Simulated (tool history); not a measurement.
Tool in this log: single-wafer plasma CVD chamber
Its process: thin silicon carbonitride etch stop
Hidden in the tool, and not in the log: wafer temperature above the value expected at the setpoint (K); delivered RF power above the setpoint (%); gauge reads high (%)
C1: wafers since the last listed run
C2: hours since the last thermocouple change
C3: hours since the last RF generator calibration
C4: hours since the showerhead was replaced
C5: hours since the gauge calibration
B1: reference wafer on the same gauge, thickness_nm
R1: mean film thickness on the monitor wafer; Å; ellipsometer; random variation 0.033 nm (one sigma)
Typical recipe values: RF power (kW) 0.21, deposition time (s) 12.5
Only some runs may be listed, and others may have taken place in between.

{"run": 1, "day": 0.0, "RF power (kW)": 0.19, "deposition time (s)": 12.5, "C1": 0, "C2": 1534.1, "C3": 1128.8, "C4": 3178.1, "C5": 1030.6, "B1": 8.32, "R1": 68.67}
{"run": 2, "day": 4.358, "RF power (kW)": 0.21, "deposition time (s)": 12.5, "C1": 3880, "C2": 1638.7, "C3": 1233.4, "C4": 3282.7, "C5": 1135.2, "B1": 8.316, "R1": 72.48}
{"run": 3, "day": 6.212, "RF power (kW)": 0.21, "deposition time (s)": 12.5, "C1": 1650, "C2": 1683.2, "C3": 1277.9, "C4": 3327.2, "C5": 1179.7, "B1": 8.316, "R1": 73.23}
{"day": 8.312, "done": "RF generator calibrated"}
{"run": 4, "day": 8.888, "RF power (kW)": 0.21, "deposition time (s)": 12.5, "C1": 2084, "C2": 1747.4, "C3": 13.8, "C4": 3391.4, "C5": 1243.9, "B1": 8.317, "R1": 72.38}
{"run": 5, "day": 10.529, "RF power (kW)": 0.21, "deposition time (s)": 12.5, "C1": 1461, "C2": 1786.8, "C3": 53.2, "C4": 3430.8, "C5": 1283.3, "B1": 8.308, "R1": 72.07}
{"run": 6, "day": 20.367, "RF power (kW)": 0.21, "deposition time (s)": 12.5, "C1": 8758, "C2": 2022.9, "C3": 289.3, "C4": 3666.9, "C5": 1519.4, "B1": 8.269, "R1": 72.04}
{"run": 7, "day": 21.942, "RF power (kW)": 0.21, "deposition time (s)": 12.5, "C1": 1402, "C2": 2060.7, "C3": 327.1, "C4": 3704.7, "C5": 1557.2, "B1": 8.276, "R1": 72.53}
{"run": 8, "day": 25.212, "RF power (kW)": 0.21, "deposition time (s)": 11.1, "C1": 2912, "C2": 2139.2, "C3": 405.6, "C4": 3783.2, "C5": 1635.7, "B1": 8.273, "R1": 64.03}
{"run": 9, "day": 29.038, "RF power (kW)": 0.195, "deposition time (s)": 12.5, "C1": 3405, "C2": 2231, "C3": 497.4, "C4": 3875, "C5": 1727.5, "B1": 8.256, "R1": 69.74}
{"run": 10, "day": 32.758, "RF power (kW)": 0.21, "deposition time (s)": 13.8, "C1": 3312, "C2": 2320.3, "C3": 586.7, "C4": 3964.3, "C5": 1816.8, "B1": 8.256, "R1": 79.8}
{"run": 11, "day": 35.058, "RF power (kW)": 0.21, "deposition time (s)": 13.8, "C1": 2047, "C2": 2375.5, "C3": 641.9, "C4": 4019.5, "C5": 1872, "B1": 8.257, "R1": 79.68}
{"run": 12, "day": 38.775, "RF power (kW)": 0.21, "deposition time (s)": 12.5, "C1": 3308, "C2": 2464.7, "C3": 731.1, "C4": 4108.7, "C5": 1961.2, "B1": 8.227, "R1": 71.75}
{"run": 13, "day": 41.067, "RF power (kW)": 0.21, "deposition time (s)": 12.5, "C1": 2040, "C2": 2519.7, "C3": 786.1, "C4": 4163.7, "C5": 2016.2, "B1": 8.228, "R1": 71.94}
{"run": 14, "day": 43.521, "RF power (kW)": 0.21, "deposition time (s)": 12.5, "C1": 2184, "C2": 2578.6, "C3": 845, "C4": 4222.6, "C5": 2075.1, "B1": 8.213, "R1": 71.79}
{"run": 15, "day": 46.362, "RF power (kW)": 0.21, "deposition time (s)": 12.5, "C1": 2529, "C2": 2646.8, "C3": 913.2, "C4": 4290.8, "C5": 2143.3, "B1": 8.207, "R1": 71.75}
{"day": 50.367, "done": "thermocouple changed; heater temperature recalibrated"}
{"run": 16, "day": 55.754, "RF power (kW)": 0.21, "deposition time (s)": 12.5, "C1": 8064, "C2": 129.3, "C3": 1138.6, "C4": 4516.2, "C5": 2368.7, "B1": 8.168, "R1": 71.17}
{"run": 17, "day": 58.075, "RF power (kW)": 0.21, "deposition time (s)": 13.8, "C1": 2066, "C2": 185, "C3": 1194.3, "C4": 4571.9, "C5": 2424.4, "B1": 8.163, "R1": 78.27}
{"day": 60.054, "done": "RF generator calibrated"}
{"run": 18, "day": 62.096, "RF power (kW)": 0.21, "deposition time (s)": 13.7, "C1": 3282, "C2": 281.5, "C3": 49, "C4": 4668.4, "C5": 2520.9, "B1": 8.157, "R1": 77.59}
{"run": 19, "day": 64.854, "RF power (kW)": 0.21, "deposition time (s)": 12.5, "C1": 2455, "C2": 347.7, "C3": 115.2, "C4": 4734.6, "C5": 2587.1, "B1": 8.147, "R1": 70.93}
{"run": 20, "day": 67.612, "RF power (kW)": 0.175, "deposition time (s)": 10.3, "C1": 2455, "C2": 413.9, "C3": 181.4, "C4": 4800.8, "C5": 2653.3, "B1": 8.142, "R1": 53.37}
{"day": 72.012, "done": "gauge calibrated"}
{"run": 21, "day": 78.362, "RF power (kW)": 0.21, "deposition time (s)": 12.5, "C1": 9570, "C2": 671.9, "C3": 439.4, "C4": 5058.8, "C5": 152.4, "B1": 8.314, "R1": 72.84}
{"run": 22, "day": 80.242, "RF power (kW)": 0.21, "deposition time (s)": 12.5, "C1": 1673, "C2": 717, "C3": 484.5, "C4": 5103.9, "C5": 197.5, "B1": 8.316, "R1": 72.48}

Run 23 is up next; what results do you expect?
{"run": 23, "day": 82.45, "RF power (kW)": 0.175, "deposition time (s)": 11.7, "C1": 1966, "C2": 770, "C3": 537.5, "C4": 5156.9, "C5": 250.5, "B1": "?", "R1": "?"}

{"run 23": {"B1": 8.324, "R1": 61.88}}
Without the tool's hidden state the same run would have given R1 61.95 Å.
